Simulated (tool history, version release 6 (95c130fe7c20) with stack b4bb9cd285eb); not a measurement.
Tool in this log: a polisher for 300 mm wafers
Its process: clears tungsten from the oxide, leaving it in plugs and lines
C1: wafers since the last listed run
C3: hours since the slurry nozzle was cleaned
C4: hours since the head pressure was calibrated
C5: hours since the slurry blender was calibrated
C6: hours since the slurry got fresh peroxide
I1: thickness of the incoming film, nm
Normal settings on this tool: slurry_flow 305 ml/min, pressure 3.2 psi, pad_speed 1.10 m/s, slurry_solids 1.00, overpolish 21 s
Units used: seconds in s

run 1 day=0.000 | slurry_flow=305 pressure=3.2 pad_speed=1.10 slurry_solids=1.00 overpolish=21 | C1=0 wafers_polished_on_this_pad=6093 C3=52.9 C4=511.0 C5=629.5 C6=453.7 | I1=302.0 | seconds=74.4
run 2 day=3.146 | slurry_flow=305 pressure=3.2 pad_speed=1.10 slurry_solids=1.00 overpolish=21 | C1=803 wafers_polished_on_this_pad=6896 C3=128.4 C4=586.5 C5=705.0 C6=529.2 | I1=301.8 | seconds=73.0
-- day=5.067 slurry blender recalibrated
run 3 day=5.321 | slurry_flow=305 pressure=3.2 pad_speed=1.00 slurry_solids=0.85 overpolish=21 | C1=533 wafers_polished_on_this_pad=7430 C3=180.6 C4=638.7 C5=6.1 C6=581.4 | I1=301.6 | seconds=85.1
run 4 day=7.338 | slurry_flow=380 pressure=2.7 pad_speed=0.80 slurry_solids=0.75 overpolish=21 | C1=514 wafers_polished_on_this_pad=7945 C3=229.0 C4=687.1 C5=54.5 C6=629.8 | I1=296.9 | seconds=120.7
-- day=8.325 worn pad replaced by a new one
run 5 day=9.162 | slurry_flow=305 pressure=3.2 pad_speed=1.10 slurry_solids=1.00 overpolish=21 | C1=423 wafers_polished_on_this_pad=213 C3=272.8 C4=730.9 C5=98.3 C6=673.6 | I1=304.5 | seconds=72.1
run 6 day=11.579 | slurry_flow=305 pressure=4.0 pad_speed=0.82 slurry_solids=1.00 overpolish=14 | C1=616 wafers_polished_on_this_pad=830 C3=330.8 C4=788.9 C5=156.3 C6=731.6 | I1=293.8 | seconds=75.6
-- day=11.746 slurry tank refilled with fresh slurry and peroxide
run 7 day=14.225 | slurry_flow=305 pressure=3.2 pad_speed=1.10 slurry_solids=1.00 overpolish=21 | C1=664 wafers_polished_on_this_pad=1495 C3=394.3 C4=852.4 C5=219.8 C6=59.5 | I1=299.8 | seconds=71.6
run 8 day=16.308 | slurry_flow=380 pressure=3.6 pad_speed=0.90 slurry_solids=1.00 overpolish=17 | C1=531 wafers_polished_on_this_pad=2027 C3=444.3 C4=902.4 C5=269.8 C6=109.5 | I1=296.9 | seconds=75.1
run 9 day=18.075 | slurry_flow=305 pressure=3.2 pad_speed=1.10 slurry_solids=1.00 overpolish=12 | C1=451 wafers_polished_on_this_pad=2478 C3=486.7 C4=944.8 C5=312.2 C6=151.9 | I1=299.6 | seconds=71.3
-- day=18.292 head pressure recalibrated
run 10 day=22.012 | slurry_flow=210 pressure=3.2 pad_speed=1.10 slurry_solids=1.00 overpolish=21 | C1=983 wafers_polished_on_this_pad=3462 C3=581.2 C4=89.3 C5=406.7 C6=246.4 | I1=300.1 | seconds=82.5
run 11 day=24.954 | slurry_flow=305 pressure=3.2 pad_speed=1.10 slurry_solids=1.15 overpolish=21 | C1=750 wafers_polished_on_this_pad=4213 C3=651.8 C4=159.9 C5=477.3 C6=317.0 | I1=297.0 | seconds=73.7
run 12 day=26.967 | slurry_flow=305 pressure=3.2 pad_speed=1.10 slurry_solids=1.00 overpolish=21 | C1=513 wafers_polished_on_this_pad=4727 C3=700.1 C4=208.2 C5=525.6 C6=365.3 | I1=300.2 | seconds=78.0
-- day=30.142 slurry nozzle cleaned
-- day=30.821 slurry blender recalibrated
run 13 day=31.058 | slurry_flow=305 pressure=3.2 pad_speed=1.10 slurry_solids=0.90 overpolish=21 | C1=1012 wafers_polished_on_this_pad=5739 C3=22.0 C4=306.4 C5=5.7 C6=463.5 | I1=302.2 | seconds=81.7
-- day=41.488 worn pad replaced by a new one
-- day=41.662 slurry tank refilled with fresh slurry and peroxide
run 14 day=42.712 | slurry_flow=305 pressure=3.2 pad_speed=1.10 slurry_solids=1.00 overpolish=21 | C1=2921 wafers_polished_on_this_pad=301 C3=301.7 C4=586.1 C5=285.4 C6=25.2 | I1=299.3 | seconds=75.2
run 15 day=45.179 | slurry_flow=235 pressure=2.6 pad_speed=1.10 slurry_solids=1.00 overpolish=21 | C1=629 wafers_polished_on_this_pad=931 C3=360.9 C4=645.3 C5=344.6 C6=84.4 | I1=299.1 | seconds=88.1
run 16 day=49.271 | slurry_flow=305 pressure=3.2 pad_speed=1.10 slurry_solids=0.85 overpolish=12 | C1=1044 wafers_polished_on_this_pad=1976 C3=459.1 C4=743.5 C5=442.8 C6=182.6 | I1=302.0 | seconds=79.9
run 17 day=53.717 | slurry_flow=305 pressure=3.2 pad_speed=1.10 slurry_solids=1.00 overpolish=33 | C1=1134 wafers_polished_on_this_pad=3110 C3=565.8 C4=850.2 C5=549.5 C6=289.3 | I1=297.1 | seconds=72.4
run 18 day=56.817 | slurry_flow=305 pressure=3.9 pad_speed=1.10 slurry_solids=0.70 overpolish=12 | C1=791 wafers_polished_on_this_pad=3902 C3=640.2 C4=924.6 C5=623.9 C6=363.7 | I1=300.2 | seconds=72.1
-- day=57.308 slurry blender recalibrated
run 19 day=59.217 | slurry_flow=305 pressure=4.2 pad_speed=1.10 slurry_solids=1.10 overpolish=15 | C1=591 wafers_polished_on_this_pad=4493 C3=697.8 C4=982.2 C5=45.8 C6=421.3 | I1=302.2 | seconds=57.1
-- day=60.950 head pressure recalibrated
run 20 day=60.971 | slurry_flow=305 pressure=4.0 pad_speed=1.10 slurry_solids=1.00 overpolish=29 | C1=426 wafers_polished_on_this_pad=4920 C3=739.9 C4=0.5 C5=87.9 C6=463.4 | I1=299.2 | seconds=65.1
-- day=62.612 slurry nozzle cleaned
run 21 day=63.850 | slurry_flow=305 pressure=3.2 pad_speed=1.00 slurry_solids=1.00 overpolish=21 | C1=724 wafers_polished_on_this_pad=5644 C3=29.7 C4=69.6 C5=157.0 C6=532.5 | I1=305.4 | seconds=86.2
run 22 day=65.379 | slurry_flow=305 pressure=2.2 pad_speed=1.10 slurry_solids=1.00 overpolish=21 | C1=390 wafers_polished_on_this_pad=6035 C3=66.4 C4=106.3 C5=193.7 C6=569.2 | I1=300.6 | seconds=102.2
run 23 day=68.096 | slurry_flow=275 pressure=3.2 pad_speed=1.10 slurry_solids=1.00 overpolish=15 | C1=693 wafers_polished_on_this_pad=6728 C3=131.6 C4=171.5 C5=258.9 C6=634.4 | I1=297.6 | seconds=77.6
run 24 day=70.538 | slurry_flow=305 pressure=3.2 pad_speed=1.10 slurry_solids=1.00 overpolish=25 | C1=623 wafers_polished_on_this_pad=7351 C3=190.2 C4=230.1 C5=317.5 C6=693.0 | I1=301.0 | seconds=75.7
run 25 day=72.483 | slurry_flow=395 pressure=3.2 pad_speed=0.86 slurry_solids=1.00 overpolish=21 | C1=496 wafers_polished_on_this_pad=7848 C3=236.9 C4=276.8 C5=364.2 C6=739.7 | I1=301.7 | seconds=92.6

What if the next run were any one of these 5? Each begins from the tool's condition after run 25:
run A day=72.500 | slurry_flow=305 pressure=3.2 pad_speed=1.10 slurry_solids=1.00 overpolish=28 | C1=4 wafers_polished_on_this_pad=7852 C3=237.3 C4=277.2 C5=364.6 C6=740.1 | I1=295.4 | seconds=?
run B day=72.500 | slurry_flow=305 pressure=2.4 pad_speed=1.20 slurry_solids=1.15 overpolish=11 | C1=4 wafers_polished_on_this_pad=7852 C3=237.3 C4=277.2 C5=364.6 C6=740.1 | I1=295.4 | seconds=?
run C day=72.500 | slurry_flow=305 pressure=3.2 pad_speed=1.24 slurry_solids=1.00 overpolish=16 | C1=4 wafers_polished_on_this_pad=7852 C3=237.3 C4=277.2 C5=364.6 C6=740.1 | I1=295.4 | seconds=?
run D day=72.500 | slurry_flow=305 pressure=3.2 pad_speed=0.98 slurry_solids=1.00 overpolish=28 | C1=4 wafers_polished_on_this_pad=7852 C3=237.3 C4=277.2 C5=364.6 C6=740.1 | I1=295.4 | seconds=?
run E day=72.500 | slurry_flow=305 pressure=3.2 pad_speed=1.26 slurry_solids=1.30 overpolish=21 | C1=4 wafers_polished_on_this_pad=7852 C3=237.3 C4=277.2 C5=364.6 C6=740.1 | I1=295.4 | seconds=?

run=A seconds=74.4
run=B seconds=81.2
run=C seconds=66.6
run=D seconds=82.6
run=E seconds=59.6
Without the tool's unlogged condition, the same runs would have read:
run=A seconds=76.8
run=B seconds=83.9
run=C seconds=68.8
run=D seconds=85.4
run=E seconds=61.6
